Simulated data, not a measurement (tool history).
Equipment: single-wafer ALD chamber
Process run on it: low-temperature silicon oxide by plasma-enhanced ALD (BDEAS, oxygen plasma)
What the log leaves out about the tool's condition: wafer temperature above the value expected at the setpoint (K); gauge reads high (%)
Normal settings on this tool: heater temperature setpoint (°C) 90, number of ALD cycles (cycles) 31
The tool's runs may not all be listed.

run    hour  heater temperature setpoint (°C)  number of ALD cycles (cycles)  wafers since the last listed run  hours since the last thermocouple change  hours since the gauge calibration  read-back reference wafer on the same gauge, thickness_nm  mean film thickness on the monitor wafer (nm)
  1       0                                90                             34                                 0                                       483                              777.9                                                      5.138                                          4.739
       23.5  -- gauge calibrated
  2    29.7                                90                             31                               308                                     512.7                                6.2                                                      5.151                                          4.306
  3    51.3                                90                             31                               224                                     534.3                               27.8                                                      5.146                                          4.311
  4    84.2                                93                             31                               341                                     567.2                               60.7                                                      5.149                                          4.275
  5   110.1                                93                             31                               268                                     593.1                               86.6                                                      5.157                                          4.274
  6   122.6                                90                             31                               129                                     605.6                               99.1                                                       5.15                                          4.335
  7   152.9                                90                             31                               314                                     635.9                              129.4                                                      5.148                                          4.333
  8   169.5                                90                             31                               172                                     652.5                                146                                                      5.147                                          4.319
  9   197.3                                90                             31                               288                                     680.3                              173.8                                                      5.144                                          4.298
 10   221.4                                90                             31                               250                                     704.4                              197.9                                                      5.152                                          4.309
 11   240.5                                90                             31                               198                                     723.5                                217                                                      5.148                                          4.296
 12   262.6                                90                             31                               229                                     745.6                              239.1                                                      5.147                                          4.326
 13   280.5                                90                             31                               185                                     763.5                                257                                                      5.153                                          4.315
 14   304.5                                90                             31                               249                                     787.5                                281                                                      5.143                                          4.318
 15   332.9                                90                             31                               294                                     815.9                              309.4                                                       5.16                                          4.353
 16   357.6                                90                             31                               256                                     840.6                              334.1                                                      5.147                                          4.333
 17   406.2                                90                             31                               504                                     889.2                              382.7                                                      5.153                                          4.347
 18   425.9                                90                             35                               204                                     908.9                              402.4                                                      5.138                                          4.883
 19   456.2                                90                             35                               314                                     939.2                              432.7                                                      5.145                                          4.872
 20   491.3                                96                             31                               364                                     974.3                              467.8                                                      5.149                                          4.255
 21   508.7                                96                             31                               180                                     991.7                              485.2                                                      5.151                                          4.259
 22   537.5                                98                             33                               298                                    1020.5                                514                                                      5.146                                          4.481
 23   565.2                                96                             27                               287                                    1048.2                              541.7                                                      5.159                                          3.728
 24   600.3                                83                             25                               364                                    1083.3                              576.8                                                      5.163                                          3.546
 25   619.2                                84                             29                               196                                    1102.2                              595.7                                                      5.157                                          4.125
 26   635.7                                95                             36                               171                                    1118.7                              612.2                                                      5.142                                           4.98
 27   648.4                                77                             36                               131                                    1131.4                              624.9                                                      5.145                                          5.203
        683  -- thermocouple changed; heater temperature recalibrated
 28   683.5                                90                             31                               281                                       0.5                                660                                                      5.155                                          4.333
 29   693.6                                99                             25                               104                                      10.6                              670.1                                                      5.158                                          3.378
      700.6  -- gauge calibrated
 30   712.2                                90                             31                               193                                      29.2                               11.6                                                       5.15                                          4.357
 31   727.4                               101                             26                               157                                      44.4                               26.8                                                      5.148                                           3.49
 32   761.9                                78                             31                               358                                      78.9                               61.3                                                      5.156                                          4.496
 33   784.1                                81                             37                               230                                     101.1                               83.5                                                      5.147                                          5.296
 34   804.4                                80                             27                               210                                     121.4                              103.8                                                       5.16                                           3.87
 35   825.4                                79                             37                               217                                     142.4                              124.8                                                      5.152                                          5.348
 36   901.8                                90                             25                               793                                     218.8                              201.2                                                      5.151                                          3.481
 37   917.1                                84                             35                               158                                     234.1                              216.5                                                      5.149                                          4.952
 38   938.5                                83                             34                               222                                     255.5                              237.9                                                      5.158                                          4.853
 39     959                                90                             26                               212                                       276                              258.4                                                      5.145                                          3.644
 40   983.9                               101                             34                               258                                     300.9                              283.3                                                      5.146                                          4.546
 41  1017.7                                79                             27                               350                                     334.7                              317.1                                                      5.152                                          3.875
 42    1045                                90                             31                               283                                       362                              344.4                                                      5.142                                          4.329
 43  1080.3                                90                             31                               366                                     397.3                              379.7                                                       5.15                                          4.346

State the hidden condition of the tool at each of the runs:
wafer temperature above the value expected at the setpoint (K): 0 on each run
gauge reads high (%): 0 on each run
